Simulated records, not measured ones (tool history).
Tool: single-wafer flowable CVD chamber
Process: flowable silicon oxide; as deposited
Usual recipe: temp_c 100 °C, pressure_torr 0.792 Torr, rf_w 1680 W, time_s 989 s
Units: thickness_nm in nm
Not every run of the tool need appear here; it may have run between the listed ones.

run	hour	temp_c	pressure_torr	rf_w	time_s	read-back reference wafer on the same gauge, thickness_nm	thickness_nm
1	0.0	100	0.888	1680	1079	569.637	699.692
2	70.5	100	0.888	1680	1079	568.541	701.166
3	135.8	100	0.888	1680	1079	568.326	698.320
4	182.6	100	0.792	1680	989	568.647	578.396
5	245.4	100	0.792	1680	989	569.099	574.990
6	291.0	100	0.792	1680	989	568.548	578.074
7	334.4	100	0.792	1840	989	569.666	588.240
8	398.2	100	0.792	1840	989	569.406	591.952
9	514.5	100	0.792	1680	989	569.002	581.234
10	555.4	100	0.792	1680	989	568.472	572.856
11	620.1	100	0.792	1680	989	568.881	610.481
12	804.4	100	0.792	1680	989	568.763	606.513
13	851.0	100	0.792	1680	1044	568.213	635.267
14	888.3	107	0.792	1680	856	568.211	427.512
15	917.4	100	0.891	1680	816	569.374	531.178
16	958.5	100	0.792	1680	989	568.898	581.926
17	994.7	109	0.792	1680	859	569.104	384.177
18	1029.8	100	0.792	1440	1117	569.467	613.669
19	1075.5	100	0.792	1680	1090	569.080	640.141
20	1113.2	100	0.792	1680	989	569.072	583.190
21	1141.6	100	0.792	1680	989	569.411	585.261
22	1191.8	100	0.792	1680	989	569.135	582.130
23	1258.3	109	0.934	1985	989	568.925	545.070
24	1299.1	100	0.792	1435	989	568.659	544.995
25	1358.6	100	0.693	1680	1124	569.104	589.638

Withheld: 5 entries from between the runs. Position of each, and hidden state at the listed run before versus the listed run after:
Logged between run 10 and run 11: showerhead replaced (hour 564.7); capacitance manometer re-zeroed and calibrated (hour 567.2)
  wafer temperature above the value expected at the setpoint (K): -1.43 -> -1.48; true pressure above the setpoint (%): -6.71 -> -1.01
  measured value less the no-hidden-state value, thickness_nm: -12.543 -> +19.856 nm
Logged between run 11 and run 12: gauge calibrated (hour 702.7); RF generator calibrated (hour 784.5)
  wafer temperature above the value expected at the setpoint (K): -1.48 -> -1.65; true pressure above the setpoint (%): -1.01 -> -1.59
  measured value less the no-hidden-state value, thickness_nm: +19.856 -> +19.359 nm
Logged between run 14 and run 15: thermocouple changed; heater temperature recalibrated (hour 903.0)
  wafer temperature above the value expected at the setpoint (K): -1.72 -> -0.304; true pressure above the setpoint (%): -1.86 -> -1.95
  measured value less the no-hidden-state value, thickness_nm: +14.053 -> -4.593 nm
